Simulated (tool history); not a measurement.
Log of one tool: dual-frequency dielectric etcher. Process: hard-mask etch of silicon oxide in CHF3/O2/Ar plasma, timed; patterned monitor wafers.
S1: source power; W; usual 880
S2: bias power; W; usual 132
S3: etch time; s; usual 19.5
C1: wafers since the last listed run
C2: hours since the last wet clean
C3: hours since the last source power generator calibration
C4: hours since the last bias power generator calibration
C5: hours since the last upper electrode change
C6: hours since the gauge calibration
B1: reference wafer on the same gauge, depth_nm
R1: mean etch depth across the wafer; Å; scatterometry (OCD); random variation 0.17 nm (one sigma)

run 1 day=0.000 | S1=880 S2=132 S3=19.5 | C1=0 C2=145.9 C3=1788.6 C4=3427.3 C5=2229.1 C6=1238.9 | B1=32.40 | R1=396.5
run 2 day=2.608 | S1=880 S2=132 S3=19.5 | C1=1168 C2=208.5 C3=1851.2 C4=3489.9 C5=2291.7 C6=1301.5 | B1=32.40 | R1=395.1
run 3 day=4.008 | S1=880 S2=132 S3=19.5 | C1=627 C2=242.1 C3=1884.8 C4=3523.5 C5=2325.3 C6=1335.1 | B1=32.33 | R1=395.6
run 4 day=6.550 | S1=880 S2=141 S3=15.0 | C1=1138 C2=303.1 C3=1945.8 C4=3584.5 C5=2386.3 C6=1396.1 | B1=32.33 | R1=311.4
run 5 day=9.279 | S1=930 S2=132 S3=19.5 | C1=1222 C2=368.6 C3=2011.3 C4=3650.0 C5=2451.8 C6=1461.6 | B1=32.41 | R1=406.7
run 6 day=10.312 | S1=880 S2=119 S3=19.5 | C1=462 C2=393.4 C3=2036.1 C4=3674.8 C5=2476.6 C6=1486.4 | B1=32.37 | R1=381.3
-- day=10.646 bias power generator calibrated
-- day=10.712 source power generator calibrated
-- day=11.754 wet clean of the chamber
run 7 day=13.204 | S1=880 S2=119 S3=19.5 | C1=742 C2=34.8 C3=59.8 C4=61.4 C5=2546.0 C6=1555.8 | B1=32.41 | R1=383.5
run 8 day=16.142 | S1=880 S2=119 S3=19.5 | C1=1316 C2=105.3 C3=130.3 C4=131.9 C5=2616.5 C6=1626.3 | B1=32.38 | R1=382.9
run 9 day=17.896 | S1=880 S2=125 S3=18.0 | C1=785 C2=147.4 C3=172.4 C4=174.0 C5=2658.6 C6=1668.4 | B1=32.41 | R1=355.7
run 10 day=20.179 | S1=880 S2=132 S3=19.5 | C1=1022 C2=202.2 C3=227.2 C4=228.8 C5=2713.4 C6=1723.2 | B1=32.43 | R1=397.0
-- day=24.525 upper electrode replaced
run 11 day=26.858 | S1=880 S2=132 S3=19.5 | C1=2544 C2=362.5 C3=387.5 C4=389.1 C5=56.0 C6=1883.5 | B1=32.40 | R1=397.9
-- day=28.854 wet clean of the chamber
run 12 day=29.758 | S1=1010 S2=102 S3=22.0 | C1=851 C2=21.7 C3=457.1 C4=458.7 C5=125.6 C6=1953.1 | B1=32.37 | R1=437.7
run 13 day=31.642 | S1=730 S2=132 S3=21.5 | C1=843 C2=66.9 C3=502.3 C4=503.9 C5=170.8 C6=1998.3 | B1=32.43 | R1=391.9
run 14 day=34.375 | S1=700 S2=132 S3=19.5 | C1=1224 C2=132.5 C3=567.9 C4=569.5 C5=236.4 C6=2063.9 | B1=32.42 | R1=346.0
run 15 day=36.467 | S1=760 S2=132 S3=15.0 | C1=937 C2=182.7 C3=618.1 C4=619.7 C5=286.6 C6=2114.1 | B1=32.40 | R1=281.6
run 16 day=37.504 | S1=880 S2=165 S3=19.5 | C1=464 C2=207.6 C3=643.0 C4=644.6 C5=311.5 C6=2139.0 | B1=32.47 | R1=432.0
run 17 day=38.629 | S1=880 S2=132 S3=19.5 | C1=504 C2=234.6 C3=670.0 C4=671.6 C5=338.5 C6=2166.0 | B1=32.45 | R1=398.7
-- day=41.154 gauge calibrated
run 18 day=41.450 | S1=790 S2=160 S3=22.0 | C1=1263 C2=302.3 C3=737.7 C4=739.3 C5=406.2 C6=7.1 | B1=32.41 | R1=452.4
run 19 day=42.796 | S1=880 S2=132 S3=19.5 | C1=602 C2=334.6 C3=770.0 C4=771.6 C5=438.5 C6=39.4 | B1=32.44 | R1=397.7
-- day=46.396 wet clean of the chamber
run 20 day=46.417 | S1=880 S2=132 S3=19.5 | C1=1174 C2=0.5 C3=856.9 C4=858.5 C5=525.4 C6=126.3 | B1=32.37 | R1=398.6
run 21 day=48.458 | S1=770 S2=147 S3=19.5 | C1=914 C2=49.5 C3=905.9 C4=907.5 C5=574.4 C6=175.3 | B1=32.45 | R1=383.1
run 22 day=50.388 | S1=950 S2=112 S3=19.5 | C1=864 C2=95.8 C3=952.2 C4=953.8 C5=620.7 C6=221.6 | B1=32.45 | R1=391.6
run 23 day=52.062 | S1=880 S2=132 S3=17.0 | C1=750 C2=136.0 C3=992.4 C4=994.0 C5=660.9 C6=261.8 | B1=32.38 | R1=348.3
run 24 day=53.425 | S1=880 S2=132 S3=17.5 | C1=610 C2=168.7 C3=1025.1 C4=1026.7 C5=693.6 C6=294.5 | B1=32.38 | R1=357.9
run 25 day=54.838 | S1=880 S2=148 S3=19.5 | C1=632 C2=202.6 C3=1059.0 C4=1060.6 C5=727.5 C6=328.4 | B1=32.40 | R1=414.8
run 26 day=55.942 | S1=880 S2=132 S3=19.5 | C1=494 C2=229.1 C3=1085.5 C4=1087.1 C5=754.0 C6=354.9 | B1=32.41 | R1=399.1
run 27 day=58.862 | S1=1090 S2=119 S3=25.0 | C1=1308 C2=299.2 C3=1155.6 C4=1157.2 C5=824.1 C6=425.0 | B1=32.41 | R1=548.6
run 28 day=60.400 | S1=880 S2=143 S3=19.5 | C1=688 C2=336.1 C3=1192.5 C4=1194.1 C5=861.0 C6=461.9 | B1=32.37 | R1=409.6
-- day=61.433 wet clean of the chamber
run 29 day=63.383 | S1=880 S2=132 S3=19.5 | C1=888 C2=46.8 C3=1264.1 C4=1265.7 C5=932.6 C6=533.5 | B1=32.39 | R1=397.8
run 30 day=65.062 | S1=1080 S2=102 S3=24.5 | C1=752 C2=87.1 C3=1304.4 C4=1306.0 C5=972.9 C6=573.8 | B1=32.40 | R1=508.6

What the log doesn't show, run by run:
etch rate over this chamber's usual, %: 0 in every run
source power that arrives over what is set, %: 0 in every run
bias power that arrives over what is set, %: 0 in every run
gauge reads high (%): 0 in every run

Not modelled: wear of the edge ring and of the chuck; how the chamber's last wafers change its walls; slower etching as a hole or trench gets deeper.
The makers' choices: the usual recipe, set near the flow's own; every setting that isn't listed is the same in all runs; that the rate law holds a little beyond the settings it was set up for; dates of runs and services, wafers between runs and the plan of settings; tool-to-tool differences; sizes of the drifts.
